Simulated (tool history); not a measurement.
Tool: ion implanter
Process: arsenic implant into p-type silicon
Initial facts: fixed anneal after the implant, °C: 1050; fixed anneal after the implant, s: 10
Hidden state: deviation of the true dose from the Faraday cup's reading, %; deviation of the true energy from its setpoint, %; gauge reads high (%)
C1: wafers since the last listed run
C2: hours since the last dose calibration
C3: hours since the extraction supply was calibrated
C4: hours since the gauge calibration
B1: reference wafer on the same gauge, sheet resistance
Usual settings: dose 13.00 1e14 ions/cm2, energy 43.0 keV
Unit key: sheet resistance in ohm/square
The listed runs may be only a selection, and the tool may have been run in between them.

run 1 hour=0.0 | dose=13.00 energy=43.0 | C1=0 C2=1032.0 C3=5641.7 C4=59.4 | B1=97.41 | sheet_resistance=91.37
run 2 hour=16.5 | dose=13.00 energy=43.0 | C1=346 C2=1048.5 C3=5658.2 C4=75.9 | B1=97.54 | sheet_resistance=91.01
run 3 hour=36.3 | dose=13.00 energy=43.0 | C1=415 C2=1068.3 C3=5678.0 C4=95.7 | B1=97.53 | sheet_resistance=91.08
run 4 hour=51.9 | dose=15.29 energy=38.0 | C1=327 C2=1083.9 C3=5693.6 C4=111.3 | B1=97.51 | sheet_resistance=86.28
run 5 hour=68.0 | dose=15.29 energy=38.0 | C1=338 C2=1100.0 C3=5709.7 C4=127.4 | B1=97.52 | sheet_resistance=86.27
run 6 hour=98.6 | dose=15.29 energy=38.0 | C1=642 C2=1130.6 C3=5740.3 C4=158.0 | B1=97.53 | sheet_resistance=86.56
run 7 hour=118.0 | dose=13.00 energy=43.0 | C1=407 C2=1150.0 C3=5759.7 C4=177.4 | B1=97.50 | sheet_resistance=91.15
run 8 hour=153.0 | dose=13.00 energy=43.0 | C1=735 C2=1185.0 C3=5794.7 C4=212.4 | B1=97.47 | sheet_resistance=91.27
run 9 hour=182.1 | dose=13.00 energy=43.0 | C1=611 C2=1214.1 C3=5823.8 C4=241.5 | B1=97.53 | sheet_resistance=90.70
run 10 hour=209.1 | dose=13.00 energy=43.0 | C1=567 C2=1241.1 C3=5850.8 C4=268.5 | B1=97.56 | sheet_resistance=91.23
-- hour=213.8 gauge calibrated
run 11 hour=244.5 | dose=14.54 energy=50.5 | C1=743 C2=1276.5 C3=5886.2 C4=30.7 | B1=97.52 | sheet_resistance=82.22

For run 12, what comes out?
-- hour=253.0 extraction supply calibrated
run 12 hour=264.6 | dose=13.00 energy=43.0 | C1=254 C2=1296.6 C3=11.6 C4=50.8 | B1=? | sheet_resistance=?

Run 12 came out at B1 97.52, sheet resistance 91.19 ohm/square.
On a tool with no hidden condition, and with the same random variation, this run would have come out at sheet resistance 94.34 ohm/square.

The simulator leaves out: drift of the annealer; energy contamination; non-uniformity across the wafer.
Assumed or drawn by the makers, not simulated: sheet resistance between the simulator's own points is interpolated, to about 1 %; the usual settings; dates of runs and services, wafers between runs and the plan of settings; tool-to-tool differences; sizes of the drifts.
